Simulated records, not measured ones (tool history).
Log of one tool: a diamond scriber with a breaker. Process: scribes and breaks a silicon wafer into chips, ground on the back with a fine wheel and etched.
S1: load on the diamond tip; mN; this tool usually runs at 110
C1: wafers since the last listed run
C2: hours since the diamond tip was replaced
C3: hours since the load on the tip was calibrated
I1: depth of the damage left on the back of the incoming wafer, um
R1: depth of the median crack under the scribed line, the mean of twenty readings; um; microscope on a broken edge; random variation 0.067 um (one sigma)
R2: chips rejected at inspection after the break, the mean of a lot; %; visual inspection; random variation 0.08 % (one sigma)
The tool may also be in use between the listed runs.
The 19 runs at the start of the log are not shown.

| run | hour | S1 | C1 | C2 | C3 | I1 | R1 | R2 |
|---|---|---|---|---|---|---|---|---|
| 20 | 609.8 | 94 | 498 | 175.3 | 483.5 | 0.42 | 6.32 | 12.35 |
| 21 | 640.2 | 94 | 165 | 205.7 | 513.9 | 0.38 | 6.36 | 13.99 |
|  | 668.3 | load on the tip recalibrated |
| 22 | 674.2 | 143 | 173 | 239.7 | 5.9 | 0.45 | 9.72 | 7.56 |
| 23 | 690 | 110 | 85 | 255.5 | 21.7 | 0.52 | 7.32 | 3.87 |
|  | 697.6 | diamond tip replaced by a new one |
| 24 | 709.4 | 141 | 94 | 11.8 | 41.1 | 0.65 | 9.96 | 11.63 |
| 25 | 734.1 | 128 | 134 | 36.5 | 65.8 | 0.58 | 9.1 | 4.7 |
| 26 | 750.9 | 110 | 91 | 53.3 | 82.6 | 0.73 | 7.79 | 1.46 |
| 27 | 773.2 | 99 | 121 | 75.6 | 104.9 | 0.35 | 6.79 | 6.46 |
| 28 | 790 | 110 | 91 | 92.4 | 121.7 | 0.72 | 7.66 | 1.79 |
| 29 | 803.6 | 125 | 73 | 106 | 135.3 | 0.62 | 8.92 | 2.8 |
| 30 | 837.1 | 95 | 182 | 139.5 | 168.8 | 0.51 | 6.35 | 11.81 |
| 31 | 850.2 | 87 | 71 | 152.6 | 181.9 | 0.32 | 5.58 | 23.16 |
| 32 | 878.8 | 91 | 155 | 181.2 | 210.5 | 0.41 | 5.77 | 18.41 |
| 33 | 902.4 | 80 | 128 | 204.8 | 234.1 | 0.42 | 4.85 | 40.26 |
| 34 | 919 | 110 | 90 | 221.4 | 250.7 | 0.56 | 7.16 | 3.76 |
| 35 | 950.8 | 124 | 172 | 253.2 | 282.5 | 0.79 | 8.01 | 1.25 |
| 36 | 963.7 | 86 | 70 | 266.1 | 295.4 | 0.52 | 5.12 | 34.12 |
|  | 975.1 | diamond tip replaced by a new one |
| 37 | 991.8 | 124 | 141 | 16.7 | 323.5 | 0.42 | 9.18 | 4.1 |
| 38 | 1023.3 | 140 | 171 | 48.2 | 355 | 0.8 | 10.35 | 10.79 |
| 39 | 1048.5 | 110 | 137 | 73.4 | 380.2 | 0.77 | 7.8 | 1.6 |
| 40 | 1078.3 | 135 | 162 | 103.2 | 410 | 0.52 | 9.92 | 6.9 |
| 41 | 1099 | 110 | 112 | 123.9 | 430.7 | 0.49 | 7.82 | 1.62 |
| 42 | 1131.3 | 110 | 175 | 156.2 | 463 | 0.56 | 7.74 | 1.79 |

Each row is a separate what-if for the run after 42, all from the same tool condition, not one after another. Results?
| A | 1131.8 | 83 | 2 | 156.7 | 463.5 | 0.49 | ? | ? |
| B | 1131.8 | 137 | 2 | 156.7 | 463.5 | 0.49 | ? | ? |
| C | 1131.8 | 129 | 2 | 156.7 | 463.5 | 0.49 | ? | ? |

| run | R1 | R2 |
|---|---|---|
| A | 5.38 | 26.87 |
| B | 9.73 | 7.1 |
| C | 9.15 | 3.9 |
Without the tool's hidden state the same runs would have given:
| run | R1 | R2 |
|---|---|---|
| A | 5.65 | 21.84 |
| B | 10.21 | 10.41 |
| C | 9.61 | 6.35 |
